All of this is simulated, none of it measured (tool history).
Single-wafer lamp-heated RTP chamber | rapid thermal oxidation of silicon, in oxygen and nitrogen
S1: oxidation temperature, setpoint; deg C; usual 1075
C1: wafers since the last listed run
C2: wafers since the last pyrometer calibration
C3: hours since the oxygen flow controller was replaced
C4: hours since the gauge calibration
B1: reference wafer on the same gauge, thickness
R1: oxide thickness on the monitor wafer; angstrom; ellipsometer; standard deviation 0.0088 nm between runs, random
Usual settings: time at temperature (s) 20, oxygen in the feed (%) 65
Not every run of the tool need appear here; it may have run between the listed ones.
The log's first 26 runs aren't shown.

Run 27, hour 1906.4: usual settings but S1 1082 deg C; C1 507; C2 3006; C3 548.5; C4 125.4; B1 6.631. Result: R1 61.54 angstrom.
Run 28, hour 2013.7: usual settings but time at temperature (s) 27, oxygen in the feed (%) 37; C1 685; C2 3692; C3 655.8; C4 232.7; B1 6.632. Result: R1 54.82 angstrom.
Run 29, hour 2115.1: usual settings; C1 647; C2 4340; C3 757.2; C4 334.1; B1 6.632. Result: R1 58.98 angstrom.
Run 30, hour 2200.4: usual settings; C1 545; C2 4885; C3 842.5; C4 419.4; B1 6.630. Result: R1 59.03 angstrom.
Run 31, hour 2270.3: usual settings but S1 1097 deg C, time at temperature (s) 24, oxygen in the feed (%) 54; C1 446; C2 5331; C3 912.4; C4 489.3; B1 6.631. Result: R1 68.61 angstrom.
Run 32, hour 2322.8: usual settings; C1 335; C2 5667; C3 964.9; C4 541.8; B1 6.628. Result: R1 58.82 angstrom.
Run 33, hour 2368.4: usual settings but S1 1046 deg C, oxygen in the feed (%) 88; C1 291; C2 5958; C3 1010.5; C4 587.4; B1 6.631. Result: R1 54.30 angstrom.
Run 34, hour 2436.5: usual settings but S1 1094 deg C, time at temperature (s) 15; C1 435; C2 6393; C3 1078.6; C4 655.5; B1 6.630. Result: R1 59.59 angstrom.
Run 35, hour 2530.7: usual settings but S1 1063 deg C, time at temperature (s) 25, oxygen in the feed (%) 88; C1 601; C2 6995; C3 1172.8; C4 749.7; B1 6.632. Result: R1 66.88 angstrom.

Alternative continuations, all from the tool just after run 35; predict every row:
Run A, hour 2531.2: usual settings; C1 3; C2 6999; C3 1173.3; C4 750.2; B1 ?. Result: R1 ?.
Run B, hour 2531.2: usual settings but oxygen in the feed (%) 46; C1 3; C2 6999; C3 1173.3; C4 750.2; B1 ?. Result: R1 ?.
Run C, hour 2531.2: usual settings but S1 1057 deg C; C1 3; C2 6999; C3 1173.3; C4 750.2; B1 ?. Result: R1 ?.
Run D, hour 2531.2: usual settings but S1 1049 deg C, time at temperature (s) 12, oxygen in the feed (%) 78; C1 3; C2 6999; C3 1173.3; C4 750.2; B1 ?. Result: R1 ?.
Run E, hour 2531.2: usual settings but S1 1103 deg C; C1 3; C2 6999; C3 1173.3; C4 750.2; B1 ?. Result: R1 ?.

run     B1     R1
  A  6.630  59.14
  B  6.630  52.46
  C  6.630  52.60
  D  6.630  43.64
  E  6.630  70.66
Without the tool's unlogged condition, the same runs would have read:
run     R1
  A  58.60
  B  52.07
  C  52.12
  D  43.21
  E  70.06
